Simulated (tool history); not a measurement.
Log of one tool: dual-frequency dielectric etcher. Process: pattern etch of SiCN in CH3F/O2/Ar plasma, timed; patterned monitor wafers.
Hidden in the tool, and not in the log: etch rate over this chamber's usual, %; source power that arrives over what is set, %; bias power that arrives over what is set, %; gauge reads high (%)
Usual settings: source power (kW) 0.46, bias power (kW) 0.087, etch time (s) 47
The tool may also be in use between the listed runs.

run	hour	source power (kW)	bias power (kW)	etch time (s)	wafers since the last listed run	hours since the last wet clean	hours since the last source power generator calibration	hours since the last bias power generator calibration	hours since the last upper electrode change	hours since the gauge calibration	read-back reference wafer on the same gauge, depth_nm	mean etch depth across the wafer (Å)
1	0	0.46	0.087	47	0	63.6	3081.6	3012.1	5168.1	119.5	17.3	204.7
2	48.1	0.46	0.087	47	639	111.7	3129.7	3060.2	5216.2	167.6	17.32	208.5
3	97.7	0.46	0.087	47	659	161.3	3179.3	3109.8	5265.8	217.2	17.29	206.8
4	166.1	0.46	0.079	36	909	229.7	3247.7	3178.2	5334.2	285.6	17.3	153.7
5	197.3	0.46	0.079	36	414	260.9	3278.9	3209.4	5365.4	316.8	17.28	153.7
6	266.7	0.46	0.099	47	922	330.3	3348.3	3278.8	5434.8	386.2	17.3	216
# hour 304.7: wet clean of the chamber
7	315	0.46	0.099	47	323	10.3	3396.6	3327.1	5483.1	434.5	17.33	213.2
8	349.8	0.46	0.099	47	462	45.1	3431.4	3361.9	5517.9	469.3	17.29	213.4
# hour 365: bias power generator calibrated
9	418.8	0.46	0.087	47	864	114.1	3500.4	53.8	5586.9	538.3	17.29	205.8
# hour 444.1: source power generator calibrated
10	469.1	0.46	0.087	47	615	164.4	25	104.1	5637.2	588.6	17.3	205.5
# hour 519.6: gauge calibrated
11	531.5	0.38	0.096	57.5	829	226.8	87.4	166.5	5699.6	11.9	17.31	252.2
12	593.6	0.51	0.098	42	825	288.9	149.5	228.6	5761.7	74	17.3	196.4
13	625.6	0.46	0.079	36	425	320.9	181.5	260.6	5793.7	106	17.3	153.4
# hour 654: upper electrode replaced
14	663.4	0.42	0.068	58.5	183	358.7	219.3	298.4	9.4	143.8	17.29	236.1
# hour 692.8: wet clean of the chamber
15	693.3	0.55	0.074	50.5	78	0.5	249.2	328.3	39.3	173.7	17.3	213.4
16	724.1	0.35	0.087	47	409	31.3	280	359.1	70.1	204.5	17.29	195.8
17	755	0.46	0.087	47	410	62.2	310.9	390	101	235.4	17.3	204.3
18	808.8	0.41	0.087	47	715	116	364.7	443.8	154.8	289.2	17.31	201.2
19	874.9	0.57	0.067	55	878	182.1	430.8	509.9	220.9	355.3	17.28	229.6

Hidden state at the last listed run before each entry between runs and at the first one after, where it differs:
Between runs 6 and 7: wet clean of the chamber (hour 304.7)
  etch rate over this chamber's usual, %: 2.34 -> -0.147
  measured less the result without the state, mean etch depth across the wafer (Å): +5 -> -0.3
Between runs 8 and 9: bias power generator calibrated (hour 365)
  etch rate over this chamber's usual, %: 0.0539 -> 0.452
  measured less the result without the state, mean etch depth across the wafer (Å): +0.1 -> +0.9
Between runs 9 and 10: source power generator calibrated (hour 444.1)
  etch rate over this chamber's usual, %: 0.452 -> 0.743
  measured less the result without the state, mean etch depth across the wafer (Å): +0.9 -> +1.5
Between runs 10 and 11: gauge calibrated (hour 519.6)
  etch rate over this chamber's usual, %: 0.743 -> 1.1
  measured less the result without the state, mean etch depth across the wafer (Å): +1.5 -> +2.8
Between runs 13 and 14: upper electrode replaced (hour 654)
  etch rate over this chamber's usual, %: 1.65 -> 1.86
  measured less the result without the state, mean etch depth across the wafer (Å): +2.5 -> +4.3
Between runs 14 and 15: wet clean of the chamber (hour 692.8)
  etch rate over this chamber's usual, %: 1.86 -> -0.186
  measured less the result without the state, mean etch depth across the wafer (Å): +4.3 -> -0.4
